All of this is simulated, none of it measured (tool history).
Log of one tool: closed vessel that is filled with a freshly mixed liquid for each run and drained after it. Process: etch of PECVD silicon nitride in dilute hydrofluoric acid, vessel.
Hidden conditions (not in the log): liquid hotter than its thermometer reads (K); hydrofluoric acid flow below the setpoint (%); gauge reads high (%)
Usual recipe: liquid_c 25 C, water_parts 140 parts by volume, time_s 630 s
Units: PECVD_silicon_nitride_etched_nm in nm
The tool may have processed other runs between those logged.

run      day  liquid_c  water_parts  time_s  wafers since the last listed run  hours since the thermometer was replaced  hours since the hydrofluoric acid flow meter was replaced  hours since the gauge calibration  read-back film thickness of the PECVD silicon nitride reference wafer, read on the same gauge (nm)  PECVD_silicon_nitride_etched_nm
  1        0        25          140     630                                 0                                       481                                                      271.6                             1403.9                                                                                               30.64                            13.62
  2    1.979        25          140     630                              4007                                     528.5                                                      319.1                             1451.4                                                                                               30.66                            13.71
  3    4.262        29           95     630                              4623                                     583.3                                                      373.9                             1506.2                                                                                               30.66                             26.3
  4     6.05        29           95     630                              3619                                     626.2                                                      416.8                             1549.1                                                                                               30.67                             26.1
  5   10.479        24          140     755                              8968                                     732.5                                                      523.1                             1655.4                                                                                                30.7                            15.46
  6   14.833        25          140     375                              8816                                       837                                                      627.6                             1759.9                                                                                               30.75                             8.25
      15.167  -- thermometer replaced
  7   18.721        25          140     375                              7786                                      85.3                                                      720.9                             1853.2                                                                                               30.73                             8.34
  8   22.529      21.5          140     630                              7711                                     176.7                                                      812.3                             1944.6                                                                                               30.78                            11.05
  9   25.354        25          140     630                              5719                                     244.5                                                      880.1                             2012.4                                                                                               30.78                            13.77
      26.579  -- hydrofluoric acid flow meter replaced
 10   27.225        25          140     630                              3703                                     289.4                                                       15.5                             2057.3                                                                                               30.78                            13.73
 11   28.808        25          165     630                              3205                                     327.4                                                       53.5                             2095.3                                                                                                30.8                            11.82
 12   30.688        25          165     630                              3804                                     372.5                                                       98.6                             2140.4                                                                                                30.8                            11.79
 13   33.108        25          165     630                              4901                                     430.6                                                      156.7                             2198.5                                                                                               30.79                             11.8
 14   37.229        25          140     630                              8343                                     529.5                                                      255.6                             2297.4                                                                                               30.81                            13.81
 15   47.092        25          140     630                             19969                                     766.2                                                      492.3                             2534.1                                                                                               30.84                             13.9
      48.083  -- thermometer replaced
 16   50.796        25          160     990                              7415                                      65.1                                                      581.2                               2623                                                                                               30.83                            19.01
 17    54.45      21.5           85     630                              7398                                     152.8                                                      668.9                             2710.7                                                                                               30.83                            17.99
 18   56.262        25          115     630                              3669                                     196.3                                                      712.4                             2754.2                                                                                               30.86                            16.96
      59.025  -- hydrofluoric acid flow meter replaced
      59.767  -- gauge calibrated
 19   60.604        25          140     535                              8706                                     300.5                                                       37.9                               20.1                                                                                               29.96                            11.61
 20   62.529      26.5          140     630                              3897                                     346.7                                                       84.1                               66.3                                                                                               30.05                            14.95
 21   65.758        25          140     630                              6538                                     424.2                                                      161.6                              143.8                                                                                                30.1                            13.56
 22   68.771      20.5          105     445                              6099                                     496.5                                                      233.9                              216.1                                                                                               30.17                             9.43
 23    72.05        25           75     330                              6639                                     575.2                                                      312.6                              294.8                                                                                               30.23                            13.14
 24     76.3      23.5          140     630                              8605                                     677.2                                                      414.6                              396.8                                                                                               30.27                             12.3
 25   78.938        27          140     725                              5340                                     740.5                                                      477.9                              460.1                                                                                                30.3                            17.88
       81.85  -- thermometer replaced
 26   82.754        25          140     630                              7643                                      21.7                                                      569.5                              551.7                                                                                               30.36                            13.65
 27   86.008        20          170     485                              6588                                      99.8                                                      647.6                              629.8                                                                                                30.4                             6.25
 28   90.158        20          140     630                              8402                                     199.4                                                      747.2                              729.4                                                                                               30.45                             9.83
 29   91.946        25           90     360                              3619                                     242.3                                                      790.1                              772.3                                                                                                30.5                            12.17
 30    95.95        25          140     630                              8107                                     338.4                                                      886.2                              868.4                                                                                               30.49                            13.76
     100.379  -- hydrofluoric acid flow meter replaced
 31  108.167        25          140     630                             24651                                     631.6                                                      186.9                             1161.6                                                                                               30.63                            13.67
 32  110.038        25          140     630                              3788                                     676.5                                                      231.8                             1206.5                                                                                               30.64                            13.72
     112.196  -- thermometer replaced
 33  112.354      27.5           75     450                              4606                                       3.8                                                      287.4                             1262.1                                                                                               30.68                            21.53

Describe how what the log doesn't record of the tool's condition differs between the last listed run preceding each entry between runs and the first listed run following it.
Runs 6 to 7: thermometer replaced (day 15.167)
  gauge reads high (%): 2.43 -> 2.49
  measured minus no-state result, PECVD_silicon_nitride_etched_nm: +0.2 -> +0.2 nm
Runs 9 to 10: hydrofluoric acid flow meter replaced (day 26.579)
  gauge reads high (%): 2.57 -> 2.59
  measured minus no-state result, PECVD_silicon_nitride_etched_nm: +0.34 -> +0.35 nm
Runs 15 to 16: thermometer replaced (day 48.083)
  gauge reads high (%): 2.77 -> 2.79
  measured minus no-state result, PECVD_silicon_nitride_etched_nm: +0.38 -> +0.51 nm
Runs 18 to 19: hydrofluoric acid flow meter replaced (day 59.025); gauge calibrated (day 59.767)
  gauge reads high (%): 2.83 -> -0.00592
  measured minus no-state result, PECVD_silicon_nitride_etched_nm: +0.47 -> +0 nm
Runs 25 to 26: thermometer replaced (day 81.85)
  gauge reads high (%): 1.07 -> 1.25
  measured minus no-state result, PECVD_silicon_nitride_etched_nm: +0.19 -> +0.17 nm
Runs 30 to 31: hydrofluoric acid flow meter replaced (day 100.379)
  gauge reads high (%): 1.75 -> 2.1
  measured minus no-state result, PECVD_silicon_nitride_etched_nm: +0.23 -> +0.28 nm
Runs 32 to 33: thermometer replaced (day 112.196)
  gauge reads high (%): 2.15 -> 2.2
  measured minus no-state result, PECVD_silicon_nitride_etched_nm: +0.28 -> +0.46 nm
